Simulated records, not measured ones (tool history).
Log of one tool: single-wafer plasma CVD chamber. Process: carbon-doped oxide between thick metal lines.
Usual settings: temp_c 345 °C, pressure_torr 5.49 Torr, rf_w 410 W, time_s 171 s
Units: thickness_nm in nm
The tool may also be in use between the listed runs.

| run | hour | temp_c | pressure_torr | rf_w | time_s | read-back reference wafer on the same gauge, thickness_nm | thickness_nm |
|---|---|---|---|---|---|---|---|
| 1 | 0.0 | 345 | 5.49 | 410 | 171 | 759.924 | 753.138 |
| 2 | 33.7 | 349 | 5.49 | 410 | 171 | 758.800 | 744.612 |
| 3 | 94.3 | 349 | 5.49 | 410 | 171 | 759.843 | 746.103 |
| 4 | 125.2 | 345 | 5.49 | 410 | 171 | 760.035 | 754.909 |
| 5 | 172.4 | 345 | 5.49 | 410 | 171 | 760.023 | 743.714 |
| 6 | 236.8 | 345 | 5.49 | 410 | 171 | 758.429 | 759.474 |
|  | 266.1 | gauge calibrated |
| 7 | 440.3 | 345 | 5.49 | 410 | 171 | 760.851 | 752.819 |
| 8 | 482.4 | 345 | 4.43 | 410 | 171 | 759.376 | 725.583 |
| 9 | 541.6 | 345 | 4.43 | 410 | 171 | 758.171 | 727.268 |
| 10 | 578.9 | 345 | 4.43 | 410 | 171 | 760.215 | 724.156 |
| 11 | 631.5 | 354 | 5.49 | 410 | 171 | 758.158 | 743.032 |
|  | 683.0 | capacitance manometer re-zeroed and calibrated |
| 12 | 683.5 | 345 | 5.49 | 385 | 171 | 757.989 | 708.206 |
| 13 | 746.3 | 358 | 6.08 | 410 | 149 | 757.473 | 638.854 |
| 14 | 772.6 | 345 | 5.49 | 370 | 171 | 758.772 | 680.384 |
| 15 | 805.2 | 345 | 5.88 | 370 | 171 | 759.694 | 686.385 |
| 16 | 871.3 | 345 | 5.49 | 410 | 171 | 757.624 | 753.394 |
|  | 948.7 | showerhead replaced |
| 17 | 949.2 | 345 | 4.59 | 360 | 171 | 758.924 | 639.387 |
| 18 | 998.0 | 345 | 4.20 | 410 | 171 | 758.375 | 725.740 |
|  | 1023.8 | thermocouple changed; heater temperature recalibrated |
| 19 | 1027.6 | 338 | 4.86 | 360 | 154 | 759.381 | 597.409 |
|  | 1062.1 | RF generator calibrated |
| 20 | 1062.6 | 345 | 5.49 | 410 | 171 | 760.387 | 755.749 |
| 21 | 1104.2 | 345 | 5.49 | 465 | 171 | 758.113 | 834.041 |
| 22 | 1166.8 | 345 | 4.43 | 410 | 171 | 757.843 | 722.948 |
| 23 | 1215.3 | 345 | 5.49 | 410 | 171 | 759.432 | 749.985 |
| 24 | 1278.5 | 345 | 4.71 | 360 | 171 | 758.422 | 649.726 |
| 25 | 1330.2 | 345 | 5.49 | 455 | 144 | 759.127 | 701.259 |
| 26 | 1358.3 | 358 | 4.71 | 410 | 171 | 759.074 | 711.192 |
| 27 | 1419.3 | 345 | 5.49 | 410 | 159 | 759.140 | 705.352 |

5 ways to go on from here, each from the tool as it stands after run 27. What would each give?
| A | 1419.7 | 345 | 5.49 | 450 | 171 | ? | ? |
| B | 1419.7 | 345 | 4.91 | 350 | 171 | ? | ? |
| C | 1419.7 | 345 | 6.13 | 370 | 189 | ? | ? |
| D | 1419.7 | 334 | 4.96 | 410 | 148 | ? | ? |
| E | 1419.7 | 345 | 5.49 | 410 | 162 | ? | ? |

| run | read-back reference wafer on the same gauge, thickness_nm | thickness_nm |
|---|---|---|
| A | 760.090 | 825.206 |
| B | 760.090 | 632.515 |
| C | 760.090 | 762.670 |
| D | 760.090 | 668.587 |
| E | 760.090 | 716.680 |
Without the tool's hidden state the same runs would have given:
| run | thickness_nm |
|---|---|
| A | 825.206 |
| B | 632.515 |
| C | 762.670 |
| D | 668.587 |
| E | 716.680 |
